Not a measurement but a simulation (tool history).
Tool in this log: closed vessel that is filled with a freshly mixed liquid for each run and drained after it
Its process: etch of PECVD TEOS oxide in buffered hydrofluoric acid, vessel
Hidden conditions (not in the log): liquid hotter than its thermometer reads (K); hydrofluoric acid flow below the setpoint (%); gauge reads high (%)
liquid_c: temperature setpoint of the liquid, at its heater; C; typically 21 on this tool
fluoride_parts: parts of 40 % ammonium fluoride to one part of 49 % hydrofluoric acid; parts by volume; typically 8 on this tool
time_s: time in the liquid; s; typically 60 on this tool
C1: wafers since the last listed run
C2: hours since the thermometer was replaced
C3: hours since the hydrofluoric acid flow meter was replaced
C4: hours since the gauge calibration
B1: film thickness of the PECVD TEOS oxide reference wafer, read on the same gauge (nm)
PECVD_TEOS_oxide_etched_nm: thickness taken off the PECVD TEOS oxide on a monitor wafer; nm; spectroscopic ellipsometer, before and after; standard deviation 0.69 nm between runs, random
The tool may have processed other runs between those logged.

{"run": 1, "day": 0.0, "liquid_c": 21, "fluoride_parts": 8, "time_s": 85, "C1": 0, "C2": 1418.3, "C3": 851.6, "C4": 200.6, "B1": 100, "PECVD_TEOS_oxide_etched_nm": 233.48}
{"run": 2, "day": 0.85, "liquid_c": 21, "fluoride_parts": 8, "time_s": 85, "C1": 2812, "C2": 1438.7, "C3": 872, "C4": 221, "B1": 100.05, "PECVD_TEOS_oxide_etched_nm": 234.06}
{"run": 3, "day": 1.167, "liquid_c": 21, "fluoride_parts": 8, "time_s": 85, "C1": 1047, "C2": 1446.3, "C3": 879.6, "C4": 228.6, "B1": 99.98, "PECVD_TEOS_oxide_etched_nm": 234.3}
{"run": 4, "day": 1.646, "liquid_c": 21, "fluoride_parts": 6, "time_s": 50, "C1": 1585, "C2": 1457.8, "C3": 891.1, "C4": 240.1, "B1": 99.98, "PECVD_TEOS_oxide_etched_nm": 183.62}
{"run": 5, "day": 2.0, "liquid_c": 21, "fluoride_parts": 6, "time_s": 50, "C1": 1171, "C2": 1466.3, "C3": 899.6, "C4": 248.6, "B1": 99.99, "PECVD_TEOS_oxide_etched_nm": 184.34}
{"run": 6, "day": 2.588, "liquid_c": 21, "fluoride_parts": 10.5, "time_s": 60, "C1": 1943, "C2": 1480.4, "C3": 913.7, "C4": 262.7, "B1": 99.99, "PECVD_TEOS_oxide_etched_nm": 130.12}
{"run": 7, "day": 2.929, "liquid_c": 21, "fluoride_parts": 8, "time_s": 60, "C1": 1130, "C2": 1488.6, "C3": 921.9, "C4": 270.9, "B1": 99.99, "PECVD_TEOS_oxide_etched_nm": 166.97}
{"run": 8, "day": 3.642, "liquid_c": 21, "fluoride_parts": 8, "time_s": 60, "C1": 2357, "C2": 1505.7, "C3": 939, "C4": 288, "B1": 99.98, "PECVD_TEOS_oxide_etched_nm": 166.19}
{"day": 4.108, "done": "hydrofluoric acid flow meter replaced"}
{"day": 4.112, "done": "gauge calibrated"}
{"run": 9, "day": 4.279, "liquid_c": 21, "fluoride_parts": 8, "time_s": 75, "C1": 1971, "C2": 1521, "C3": 4.1, "C4": 4, "B1": 100.01, "PECVD_TEOS_oxide_etched_nm": 207.93}
{"run": 10, "day": 4.842, "liquid_c": 21, "fluoride_parts": 8, "time_s": 75, "C1": 1860, "C2": 1534.5, "C3": 17.6, "C4": 17.5, "B1": 99.98, "PECVD_TEOS_oxide_etched_nm": 208.81}
{"run": 11, "day": 5.533, "liquid_c": 21, "fluoride_parts": 6.5, "time_s": 60, "C1": 2288, "C2": 1551.1, "C3": 34.2, "C4": 34.1, "B1": 100.03, "PECVD_TEOS_oxide_etched_nm": 205.16}
{"run": 12, "day": 6.112, "liquid_c": 21, "fluoride_parts": 6.5, "time_s": 60, "C1": 1916, "C2": 1565, "C3": 48.1, "C4": 48, "B1": 100.01, "PECVD_TEOS_oxide_etched_nm": 205.48}
{"run": 13, "day": 6.762, "liquid_c": 21, "fluoride_parts": 8, "time_s": 60, "C1": 2150, "C2": 1580.6, "C3": 63.7, "C4": 63.6, "B1": 100, "PECVD_TEOS_oxide_etched_nm": 166.78}
{"run": 14, "day": 7.225, "liquid_c": 22.5, "fluoride_parts": 6.5, "time_s": 95, "C1": 1530, "C2": 1591.7, "C3": 74.8, "C4": 74.7, "B1": 99.98, "PECVD_TEOS_oxide_etched_nm": 353.81}
{"run": 15, "day": 7.667, "liquid_c": 23.5, "fluoride_parts": 10.5, "time_s": 85, "C1": 1461, "C2": 1602.3, "C3": 85.4, "C4": 85.3, "B1": 99.97, "PECVD_TEOS_oxide_etched_nm": 211.1}
{"run": 16, "day": 8.062, "liquid_c": 23.5, "fluoride_parts": 10.5, "time_s": 85, "C1": 1309, "C2": 1611.8, "C3": 94.9, "C4": 94.8, "B1": 99.99, "PECVD_TEOS_oxide_etched_nm": 212.77}
{"day": 8.354, "done": "thermometer replaced"}
{"run": 17, "day": 8.7, "liquid_c": 19.5, "fluoride_parts": 8, "time_s": 60, "C1": 1971, "C2": 8.3, "C3": 110.2, "C4": 110.1, "B1": 99.99, "PECVD_TEOS_oxide_etched_nm": 135.03}
{"run": 18, "day": 9.2, "liquid_c": 17.5, "fluoride_parts": 6, "time_s": 40, "C1": 1654, "C2": 20.3, "C3": 122.2, "C4": 122.1, "B1": 99.99, "PECVD_TEOS_oxide_etched_nm": 107.17}
{"run": 19, "day": 9.742, "liquid_c": 17, "fluoride_parts": 10.5, "time_s": 50, "C1": 1792, "C2": 33.3, "C3": 135.2, "C4": 135.1, "B1": 99.99, "PECVD_TEOS_oxide_etched_nm": 76.93}

Estimate the outcome of run 20 from the log above:
{"run": 20, "day": 10.4, "liquid_c": 23, "fluoride_parts": 9.5, "time_s": 50, "C1": 2178, "C2": 49.1, "C3": 151, "C4": 150.9, "B1": "?", "PECVD_TEOS_oxide_etched_nm": "?"}

B1: 99.98
PECVD_TEOS_oxide_etched_nm: 117.29 nm
If the tool had no hidden condition, the same run with the same run-to-run variation would have returned PECVD_TEOS_oxide_etched_nm 116.84 nm.
